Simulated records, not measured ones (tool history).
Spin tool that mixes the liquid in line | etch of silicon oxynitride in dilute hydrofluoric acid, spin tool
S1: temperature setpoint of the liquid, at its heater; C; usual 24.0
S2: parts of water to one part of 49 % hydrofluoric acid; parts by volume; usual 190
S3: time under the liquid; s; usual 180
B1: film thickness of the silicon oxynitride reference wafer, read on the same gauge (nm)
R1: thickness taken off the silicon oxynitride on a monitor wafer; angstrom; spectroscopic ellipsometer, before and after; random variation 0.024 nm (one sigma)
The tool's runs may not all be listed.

| run | hour | S1 | S2 | S3 | B1 | R1 |
|---|---|---|---|---|---|---|
| 1 | 0.0 | 24.0 | 190 | 180 | 49.994 | 17.62 |
| 2 | 14.4 | 27.0 | 190 | 180 | 49.986 | 19.73 |
| 3 | 47.3 | 27.0 | 190 | 180 | 49.996 | 19.99 |
| 4 | 66.0 | 24.0 | 145 | 180 | 50.009 | 23.93 |
| 5 | 93.3 | 24.0 | 145 | 180 | 49.996 | 23.30 |
| 6 | 123.1 | 24.0 | 240 | 180 | 50.019 | 13.30 |
| 7 | 144.5 | 24.0 | 240 | 180 | 50.017 | 13.50 |
| 8 | 171.4 | 24.0 | 240 | 180 | 50.002 | 13.40 |
| 9 | 195.9 | 21.5 | 130 | 180 | 49.996 | 23.05 |
| 10 | 229.5 | 21.5 | 130 | 180 | 49.989 | 24.34 |
| 11 | 325.7 | 21.5 | 130 | 180 | 49.999 | 24.27 |
| 12 | 361.2 | 24.0 | 190 | 130 | 50.007 | 12.72 |
| 13 | 383.7 | 24.0 | 190 | 130 | 49.975 | 12.77 |
| 14 | 417.5 | 24.0 | 190 | 145 | 49.995 | 14.47 |
| 15 | 435.9 | 24.0 | 190 | 180 | 50.007 | 18.36 |
|  | 460.4 | thermometer replaced |
| 16 | 471.9 | 24.0 | 190 | 180 | 50.000 | 18.07 |
|  | 483.1 | hydrofluoric acid flow meter replaced |
| 17 | 489.9 | 24.0 | 190 | 250 | 49.976 | 22.84 |
| 18 | 504.4 | 24.0 | 235 | 260 | 50.003 | 18.92 |
|  | 507.0 | gauge calibrated |
| 19 | 520.9 | 20.5 | 240 | 120 | 49.996 | 7.20 |
| 20 | 537.8 | 22.0 | 160 | 140 | 50.019 | 14.27 |
| 21 | 554.6 | 24.0 | 160 | 145 | 50.018 | 16.44 |
| 22 | 573.8 | 24.0 | 190 | 180 | 49.986 | 16.77 |
| 23 | 597.2 | 24.0 | 190 | 180 | 49.996 | 16.39 |
| 24 | 614.3 | 19.5 | 190 | 280 | 49.988 | 21.09 |
| 25 | 654.4 | 20.5 | 190 | 130 | 50.005 | 10.43 |

Forecast run 26:
| 26 | 681.6 | 24.0 | 240 | 180 | ? | ? |

Run 26 gave B1 49.996, R1 12.88 angstrom.
Without the tool's hidden state the same run would have given R1 12.38 angstrom.

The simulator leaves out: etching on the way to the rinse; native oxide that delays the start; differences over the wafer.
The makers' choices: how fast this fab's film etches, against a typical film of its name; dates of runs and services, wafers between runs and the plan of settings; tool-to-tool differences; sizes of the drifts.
